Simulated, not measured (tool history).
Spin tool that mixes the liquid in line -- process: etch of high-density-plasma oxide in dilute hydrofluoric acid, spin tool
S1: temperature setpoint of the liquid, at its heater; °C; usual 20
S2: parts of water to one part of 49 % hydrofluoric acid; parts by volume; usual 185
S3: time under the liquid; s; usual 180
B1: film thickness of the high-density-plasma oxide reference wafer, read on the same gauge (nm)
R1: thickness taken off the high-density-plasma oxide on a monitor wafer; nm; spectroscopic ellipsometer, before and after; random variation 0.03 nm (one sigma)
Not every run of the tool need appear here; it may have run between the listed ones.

run 1 day=0 | S1=20 S2=185 S3=180 | B1=60.048 | R1=3.944
run 2 day=0.558 | S1=20 S2=185 S3=180 | B1=59.987 | R1=3.942
run 3 day=2.204 | S1=20 S2=185 S3=180 | B1=59.945 | R1=3.911
run 4 day=2.938 | S1=20 S2=185 S3=180 | B1=59.977 | R1=3.972
run 5 day=3.575 | S1=20 S2=185 S3=180 | B1=60.055 | R1=3.976
run 6 day=3.979 | S1=20 S2=185 S3=180 | B1=60.001 | R1=3.96
run 7 day=4.658 | S1=20 S2=185 S3=180 | B1=59.995 | R1=3.987
run 8 day=5.158 | S1=20 S2=185 S3=180 | B1=59.977 | R1=4.012
run 9 day=5.454 | S1=20 S2=185 S3=180 | B1=60.004 | R1=3.921
run 10 day=5.733 | S1=20 S2=185 S3=180 | B1=59.997 | R1=3.992
run 11 day=6.479 | S1=20 S2=185 S3=180 | B1=60.055 | R1=3.97
run 12 day=6.912 | S1=20 S2=185 S3=180 | B1=60 | R1=3.989
run 13 day=7.471 | S1=20 S2=185 S3=180 | B1=59.971 | R1=3.943
run 14 day=8 | S1=20 S2=185 S3=180 | B1=60.055 | R1=4.04
run 15 day=8.375 | S1=20 S2=185 S3=180 | B1=60.009 | R1=4.025
run 16 day=9.017 | S1=20 S2=185 S3=180 | B1=60.016 | R1=4.036
run 17 day=9.542 | S1=22 S2=145 S3=270 | B1=59.995 | R1=8.497
run 18 day=10.104 | S1=20 S2=185 S3=180 | B1=59.947 | R1=4.02
run 19 day=10.588 | S1=20 S2=245 S3=100 | B1=59.971 | R1=1.385
run 20 day=12.125 | S1=17 S2=275 S3=70 | B1=59.987 | R1=0.744
run 21 day=12.517 | S1=24 S2=185 S3=180 | B1=60.051 | R1=4.049
run 22 day=13.167 | S1=17.5 S2=160 S3=180 | B1=59.973 | R1=3.691
run 23 day=13.583 | S1=20 S2=185 S3=180 | B1=59.994 | R1=3.506
run 24 day=14.058 | S1=21.5 S2=160 S3=220 | B1=59.997 | R1=5.382
run 25 day=14.425 | S1=17 S2=130 S3=130 | B1=59.974 | R1=3.322
run 26 day=15.096 | S1=21.5 S2=240 S3=240 | B1=60.008 | R1=3.56
run 27 day=15.554 | S1=22 S2=185 S3=125 | B1=59.973 | R1=2.582
run 28 day=16.025 | S1=17 S2=160 S3=290 | B1=60.027 | R1=5.893
run 29 day=16.283 | S1=17 S2=215 S3=85 | B1=60.009 | R1=1.234
run 30 day=16.996 | S1=20 S2=185 S3=140 | B1=60.016 | R1=2.733
run 31 day=17.35 | S1=20 S2=185 S3=180 | B1=59.991 | R1=3.462
run 32 day=17.788 | S1=20 S2=150 S3=150 | B1=60.009 | R1=3.744

Put back what was entered between runs (4 entries, withheld): which listed runs does each sit between, and how does the hidden state differ from the listed run before to the listed run after?
Run 12 -> run 13: gauge calibrated (day 7.342)
  hydrofluoric acid flow above the setpoint (%): 14.2 -> 14.4
  what was measured, less what the result would be without the hidden state, R1: +0.578 -> +0.576 nm
Run 15 -> run 16: thermometer replaced (day 8.792)
  hydrofluoric acid flow above the setpoint (%): 14.6 -> 14.8
  what was measured, less what the result would be without the hidden state, R1: +0.596 -> +0.603 nm
Run 18 -> run 19: hydrofluoric acid flow meter replaced (day 10.367)
  hydrofluoric acid flow above the setpoint (%): 15 -> 0.728
  what was measured, less what the result would be without the hidden state, R1: +0.61 -> +0.012 nm
Run 31 -> run 32: gauge calibrated (day 17.721)
  hydrofluoric acid flow above the setpoint (%): 2.36 -> 2.47
  what was measured, less what the result would be without the hidden state, R1: +0.094 -> +0.104 nm
